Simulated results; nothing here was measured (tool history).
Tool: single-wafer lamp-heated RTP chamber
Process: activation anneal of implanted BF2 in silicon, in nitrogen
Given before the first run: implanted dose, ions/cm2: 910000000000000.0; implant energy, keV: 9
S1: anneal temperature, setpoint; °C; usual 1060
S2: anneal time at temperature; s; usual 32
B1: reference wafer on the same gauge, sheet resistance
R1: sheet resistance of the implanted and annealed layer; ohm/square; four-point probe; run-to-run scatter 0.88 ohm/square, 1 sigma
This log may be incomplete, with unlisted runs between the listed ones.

run 1 day=0.000 | S1=1037 S2=32 | B1=161.01 | R1=177.84
run 2 day=0.658 | S1=1037 S2=32 | B1=161.01 | R1=177.83
run 3 day=1.271 | S1=1037 S2=32 | B1=160.46 | R1=177.49
run 4 day=2.129 | S1=1081 S2=17 | B1=160.93 | R1=156.20
run 5 day=3.404 | S1=1081 S2=17 | B1=160.72 | R1=155.92
run 6 day=4.583 | S1=1052 S2=32 | B1=160.53 | R1=161.70
run 7 day=5.567 | S1=1060 S2=32 | B1=160.87 | R1=164.92
run 8 day=6.700 | S1=1031 S2=16 | B1=160.94 | R1=215.99
run 9 day=7.375 | S1=1084 S2=48 | B1=161.23 | R1=137.29
run 10 day=8.229 | S1=1088 S2=25 | B1=161.06 | R1=146.99
run 11 day=8.733 | S1=1060 S2=51 | B1=161.39 | R1=149.82
run 12 day=9.704 | S1=1060 S2=32 | B1=160.91 | R1=160.33
run 13 day=11.188 | S1=1039 S2=17 | B1=160.97 | R1=196.85
run 14 day=12.088 | S1=1035 S2=22 | B1=161.40 | R1=193.73

Put back what was entered between runs (3 entries, withheld): which listed runs does each sit between, and how does the hidden state differ from the listed run before to the listed run after?
Runs 6 to 7: pyrometer window cleaned and pyrometer calibrated (day 5.229)
  true wafer temperature minus pyrometer reading, K: 13.5 -> 1.99
  difference, measured minus the result without the unlogged condition, R1: -13.70 -> -2.05 ohm/square
Runs 8 to 9: reflector plate cleaned (day 7.088)
  true wafer temperature minus pyrometer reading, K: 3.49 -> 4.3
  difference, measured minus the result without the unlogged condition, R1: -5.19 -> -1.87 ohm/square
Runs 11 to 12: gauge calibrated (day 8.958)
  true wafer temperature minus pyrometer reading, K: 5.75 -> 6.65
  difference, measured minus the result without the unlogged condition, R1: -4.94 -> -6.84 ohm/square
